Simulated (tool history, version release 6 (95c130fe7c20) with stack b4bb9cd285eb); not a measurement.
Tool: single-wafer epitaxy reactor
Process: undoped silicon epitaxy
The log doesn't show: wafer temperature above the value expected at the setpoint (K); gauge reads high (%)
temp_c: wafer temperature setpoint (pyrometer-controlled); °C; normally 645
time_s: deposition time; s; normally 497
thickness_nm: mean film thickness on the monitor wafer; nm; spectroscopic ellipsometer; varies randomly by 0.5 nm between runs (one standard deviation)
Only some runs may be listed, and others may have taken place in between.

run	day	temp_c	time_s	wafers since the last listed run	hours since the last pyrometer calibration	hours since the gauge calibration	read-back reference wafer on the same gauge, thickness_nm	thickness_nm
1	0.000	652	497	0	2127.8	843.2	102.802	107.477
2	1.608	645	542	132	2166.4	881.8	102.707	100.124
3	4.225	645	542	215	2229.2	944.6	102.626	99.753
4	5.854	645	542	134	2268.3	983.7	102.746	98.879
5	11.854	645	497	493	2412.3	1127.7	102.688	90.719
6	13.983	657	497	175	2463.4	1178.8	102.603	123.492
7	16.600	657	497	215	2526.2	1241.6	102.791	122.255
8	18.954	645	497	193	2582.7	1298.1	102.522	93.205
9	20.825	645	497	153	2627.6	1343.0	102.772	92.414
# day 23.129: gauge calibrated
10	26.250	645	497	446	2757.8	74.9	102.683	92.548
11	27.462	645	497	99	2786.9	104.0	102.583	93.006
12	29.621	645	497	177	2838.7	155.8	102.705	93.186
# day 31.508: pyrometer calibrated
13	31.708	650	555	144	4.8	205.9	102.644	110.559
14	34.538	645	497	232	72.7	273.8	102.821	87.276
15	37.042	650	417	206	132.8	333.9	102.555	83.164
16	39.046	630	454	164	180.9	382.0	102.830	53.774
17	44.904	632	428	481	321.5	522.6	102.923	54.010
18	46.425	645	497	125	358.0	559.1	102.915	88.362
19	48.396	641	412	162	405.3	606.4	102.593	65.900
20	50.483	654	433	171	455.4	656.5	102.670	95.024
21	52.342	645	497	152	500.0	701.1	102.564	87.779
22	53.662	632	439	108	531.7	732.8	102.722	56.210
23	56.321	645	497	218	595.5	796.6	102.525	88.191

For some of the steps in thickness_nm from one run to the next: how much would appear even if the tool had no hidden state, given the settings, what came in and random variation, and how much remains for the hidden state plus any gauge scatter that the measured result and the result without hidden state don't share?
Run 5 -> 6: temp_c 645 -> 657. thickness_nm +32.773 nm: hidden state +1.926, all else +30.847.
Run 12 -> 13: temp_c 645 -> 650, time_s 497 -> 555, pyrometer calibrated. thickness_nm +17.373 nm: hidden state -6.198, all else +23.571.
Run 17 -> 18: temp_c 632 -> 645, time_s 428 -> 497. thickness_nm +34.352 nm: hidden state +0.483, all else +33.869.
